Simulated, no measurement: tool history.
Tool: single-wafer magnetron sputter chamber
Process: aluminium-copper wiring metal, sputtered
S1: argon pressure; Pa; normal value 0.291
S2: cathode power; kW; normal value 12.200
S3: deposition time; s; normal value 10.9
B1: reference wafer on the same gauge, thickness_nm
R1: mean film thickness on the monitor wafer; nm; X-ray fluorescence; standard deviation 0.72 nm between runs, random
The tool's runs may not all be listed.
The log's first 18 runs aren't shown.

run	day	S1	S2	S3	B1	R1
19	50.388	0.291	9.800	12.2	233.187	249.631
20	52.467	0.291	11.050	10.9	232.785	245.632
21	54.158	0.254	12.200	9.1	232.831	229.767
22	56.817	0.356	13.100	12.6	232.958	320.248
# day 63.625: sputter target and shields replaced
23	64.100	0.358	12.200	10.9	232.864	259.500
# day 65.662: capacitance manometer re-zeroed and calibrated
24	66.500	0.255	9.300	10.2	232.928	201.457
25	68.521	0.291	12.200	10.9	233.155	270.099
26	69.846	0.229	13.500	12.0	233.240	337.851
27	71.600	0.291	15.150	12.6	233.027	379.673
28	74.325	0.291	12.200	10.9	233.043	269.990
29	75.921	0.235	12.200	9.1	232.871	232.588
30	82.158	0.291	10.850	9.6	232.977	213.843
# day 84.754: sputter target and shields replaced
31	84.775	0.188	12.200	12.8	232.996	336.877
32	86.450	0.291	12.200	10.9	233.032	268.929

What will run 33 give?
33	88.742	0.291	10.450	11.6	?	?

{"run 33": {"B1": 232.835, "R1": 248.499}}
Minus the tool's unlogged condition, the same run would have read R1 248.499 nm.

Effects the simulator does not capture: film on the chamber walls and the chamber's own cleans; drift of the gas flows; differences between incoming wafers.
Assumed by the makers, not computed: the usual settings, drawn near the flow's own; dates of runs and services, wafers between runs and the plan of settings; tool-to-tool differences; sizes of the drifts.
